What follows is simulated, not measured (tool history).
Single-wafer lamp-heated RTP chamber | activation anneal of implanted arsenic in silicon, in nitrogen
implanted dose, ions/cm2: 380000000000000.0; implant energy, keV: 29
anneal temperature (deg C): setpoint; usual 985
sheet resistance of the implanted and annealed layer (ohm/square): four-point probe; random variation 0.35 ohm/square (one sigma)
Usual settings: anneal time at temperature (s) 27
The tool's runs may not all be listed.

| run | hour | anneal temperature (deg C) | anneal time at temperature (s) | read-back reference wafer on the same gauge, sheet resistance | sheet resistance of the implanted and annealed layer (ohm/square) |
|---|---|---|---|---|---|
| 1 | 0.0 | 985 | 27 | 241.04 | 234.49 |
| 2 | 38.5 | 985 | 27 | 240.95 | 234.09 |
| 3 | 65.4 | 985 | 27 | 240.87 | 233.92 |
| 4 | 110.2 | 972 | 38 | 240.99 | 233.61 |
| 5 | 146.1 | 972 | 38 | 241.04 | 234.30 |
| 6 | 176.5 | 972 | 38 | 241.02 | 233.36 |
| 7 | 229.3 | 985 | 27 | 240.87 | 234.28 |
| 8 | 286.1 | 985 | 27 | 240.96 | 233.87 |
| 9 | 312.0 | 956 | 16 | 240.99 | 236.64 |
|  | 344.1 | pyrometer window cleaned and pyrometer calibrated |
| 10 | 344.6 | 965 | 16 | 241.04 | 236.79 |
| 11 | 383.4 | 974 | 19 | 241.02 | 236.40 |
|  | 420.1 | gauge calibrated |
| 12 | 532.6 | 994 | 22 | 240.89 | 234.00 |
| 13 | 570.1 | 995 | 22 | 240.99 | 234.34 |
|  | 582.5 | reflector plate cleaned |
| 14 | 601.5 | 1012 | 41 | 240.94 | 229.74 |
| 15 | 633.2 | 985 | 32 | 240.93 | 233.21 |
| 16 | 680.0 | 985 | 27 | 241.13 | 234.67 |
| 17 | 739.9 | 985 | 27 | 240.92 | 234.28 |

Forecast each of these 3 alternatives for the next run:
| A | 740.3 | 985 | 27 | ? | ? |
| B | 740.3 | 976 | 34 | ? | ? |
| C | 740.3 | 975 | 27 | ? | ? |

| run | read-back reference wafer on the same gauge, sheet resistance | sheet resistance of the implanted and annealed layer (ohm/square) |
|---|---|---|
| A | 240.97 | 233.62 |
| B | 240.97 | 233.55 |
| C | 240.97 | 234.39 |
Without the tool's hidden state the same runs would have given:
| run | sheet resistance of the implanted and annealed layer (ohm/square) |
|---|---|
| A | 233.62 |
| B | 233.55 |
| C | 234.39 |
